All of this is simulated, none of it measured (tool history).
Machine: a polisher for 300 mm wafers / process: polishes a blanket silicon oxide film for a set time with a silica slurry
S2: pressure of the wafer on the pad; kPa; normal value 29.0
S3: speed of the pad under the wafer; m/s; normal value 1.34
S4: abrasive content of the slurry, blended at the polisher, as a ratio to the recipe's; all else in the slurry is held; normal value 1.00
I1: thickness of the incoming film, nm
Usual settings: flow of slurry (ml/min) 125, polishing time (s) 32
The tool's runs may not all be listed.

run 1 day=0.000 | flow_of_slurry_(ml/min)=125 S2=29.0 S3=1.34 S4=1.00 polishing_time_(s)=32 | I1=1350.5 | film_removed_(nm)=113.1
-- day=0.308 worn pad replaced by a new one
run 2 day=0.750 | flow_of_slurry_(ml/min)=125 S2=29.0 S3=1.34 S4=1.00 polishing_time_(s)=32 | I1=1346.0 | film_removed_(nm)=113.6
-- day=1.554 slurry blender recalibrated
-- day=1.758 conditioning disc replaced and pad reconditioned
-- day=2.512 slurry nozzle cleaned
run 3 day=3.267 | flow_of_slurry_(ml/min)=125 S2=29.0 S3=1.34 S4=1.00 polishing_time_(s)=32 | I1=1351.3 | film_removed_(nm)=122.5
run 4 day=4.471 | flow_of_slurry_(ml/min)=125 S2=33.8 S3=1.34 S4=1.00 polishing_time_(s)=32 | I1=1334.7 | film_removed_(nm)=139.3
run 5 day=5.938 | flow_of_slurry_(ml/min)=125 S2=33.8 S3=1.34 S4=1.00 polishing_time_(s)=32 | I1=1317.7 | film_removed_(nm)=134.0
run 6 day=6.667 | flow_of_slurry_(ml/min)=125 S2=33.8 S3=1.34 S4=1.00 polishing_time_(s)=32 | I1=1338.9 | film_removed_(nm)=134.8
run 7 day=8.062 | flow_of_slurry_(ml/min)=125 S2=20.0 S3=1.34 S4=1.00 polishing_time_(s)=32 | I1=1338.3 | film_removed_(nm)=78.4
run 8 day=9.158 | flow_of_slurry_(ml/min)=105 S2=29.0 S3=0.98 S4=1.30 polishing_time_(s)=42 | I1=1323.5 | film_removed_(nm)=127.8
-- day=9.321 slurry blender recalibrated
run 9 day=10.192 | flow_of_slurry_(ml/min)=125 S2=29.0 S3=1.34 S4=1.00 polishing_time_(s)=32 | I1=1332.9 | film_removed_(nm)=125.1
-- day=10.475 worn pad replaced by a new one
run 10 day=11.400 | flow_of_slurry_(ml/min)=125 S2=29.0 S3=1.34 S4=1.00 polishing_time_(s)=32 | I1=1347.1 | film_removed_(nm)=119.4
run 11 day=12.671 | flow_of_slurry_(ml/min)=125 S2=29.0 S3=1.34 S4=1.00 polishing_time_(s)=22 | I1=1354.9 | film_removed_(nm)=79.7
run 12 day=13.508 | flow_of_slurry_(ml/min)=155 S2=23.4 S3=1.34 S4=1.00 polishing_time_(s)=39 | I1=1323.5 | film_removed_(nm)=114.9
-- day=13.671 head pressure recalibrated
-- day=14.633 slurry nozzle cleaned
run 13 day=14.867 | flow_of_slurry_(ml/min)=170 S2=33.1 S3=1.34 S4=1.00 polishing_time_(s)=23 | I1=1358.4 | film_removed_(nm)=112.3
run 14 day=15.958 | flow_of_slurry_(ml/min)=125 S2=29.0 S3=1.34 S4=1.00 polishing_time_(s)=32 | I1=1335.9 | film_removed_(nm)=128.5
run 15 day=16.833 | flow_of_slurry_(ml/min)=150 S2=32.4 S3=1.66 S4=1.00 polishing_time_(s)=32 | I1=1345.7 | film_removed_(nm)=174.3
-- day=17.150 slurry blender recalibrated
run 16 day=17.696 | flow_of_slurry_(ml/min)=125 S2=29.0 S3=1.34 S4=1.00 polishing_time_(s)=32 | I1=1367.7 | film_removed_(nm)=139.9
run 17 day=18.217 | flow_of_slurry_(ml/min)=155 S2=29.0 S3=1.20 S4=1.00 polishing_time_(s)=41 | I1=1323.7 | film_removed_(nm)=172.0
run 18 day=19.112 | flow_of_slurry_(ml/min)=125 S2=29.0 S3=1.34 S4=1.00 polishing_time_(s)=32 | I1=1346.9 | film_removed_(nm)=138.7
-- day=19.442 conditioning disc replaced and pad reconditioned
-- day=19.708 worn pad replaced by a new one
run 19 day=20.083 | flow_of_slurry_(ml/min)=125 S2=29.0 S3=1.34 S4=1.00 polishing_time_(s)=32 | I1=1338.3 | film_removed_(nm)=136.5
run 20 day=21.450 | flow_of_slurry_(ml/min)=125 S2=29.0 S3=1.34 S4=1.00 polishing_time_(s)=35 | I1=1326.7 | film_removed_(nm)=143.8
run 21 day=22.188 | flow_of_slurry_(ml/min)=100 S2=29.0 S3=1.56 S4=1.20 polishing_time_(s)=32 | I1=1315.2 | film_removed_(nm)=154.0
run 22 day=23.138 | flow_of_slurry_(ml/min)=90 S2=29.0 S3=1.22 S4=1.15 polishing_time_(s)=41 | I1=1342.9 | film_removed_(nm)=158.0
run 23 day=24.258 | flow_of_slurry_(ml/min)=85 S2=29.0 S3=1.56 S4=1.00 polishing_time_(s)=32 | I1=1329.2 | film_removed_(nm)=134.4
run 24 day=24.875 | flow_of_slurry_(ml/min)=125 S2=29.0 S3=1.22 S4=1.00 polishing_time_(s)=32 | I1=1343.1 | film_removed_(nm)=117.9
-- day=26.250 slurry nozzle cleaned
run 25 day=26.362 | flow_of_slurry_(ml/min)=95 S2=29.0 S3=1.68 S4=1.00 polishing_time_(s)=32 | I1=1342.1 | film_removed_(nm)=143.4
-- day=27.558 slurry blender recalibrated
run 26 day=27.738 | flow_of_slurry_(ml/min)=125 S2=23.4 S3=1.10 S4=0.80 polishing_time_(s)=24 | I1=1346.5 | film_removed_(nm)=65.3

Predict each of these 3 candidate next runs independently; none follows another, all start after run 26:
run A day=27.754 | flow_of_slurry_(ml/min)=125 S2=29.0 S3=1.50 S4=1.00 polishing_time_(s)=32 | I1=1359.7 | film_removed_(nm)=?
run B day=27.754 | flow_of_slurry_(ml/min)=125 S2=32.4 S3=1.34 S4=1.10 polishing_time_(s)=39 | I1=1359.7 | film_removed_(nm)=?
run C day=27.754 | flow_of_slurry_(ml/min)=125 S2=29.0 S3=1.34 S4=1.00 polishing_time_(s)=25 | I1=1359.7 | film_removed_(nm)=?

run=A film_removed_(nm)=159.8
run=B film_removed_(nm)=209.5
run=C film_removed_(nm)=114.0
With no hidden state in the tool, these same runs would have given:
run=A film_removed_(nm)=159.2
run=B film_removed_(nm)=208.5
run=C film_removed_(nm)=113.6
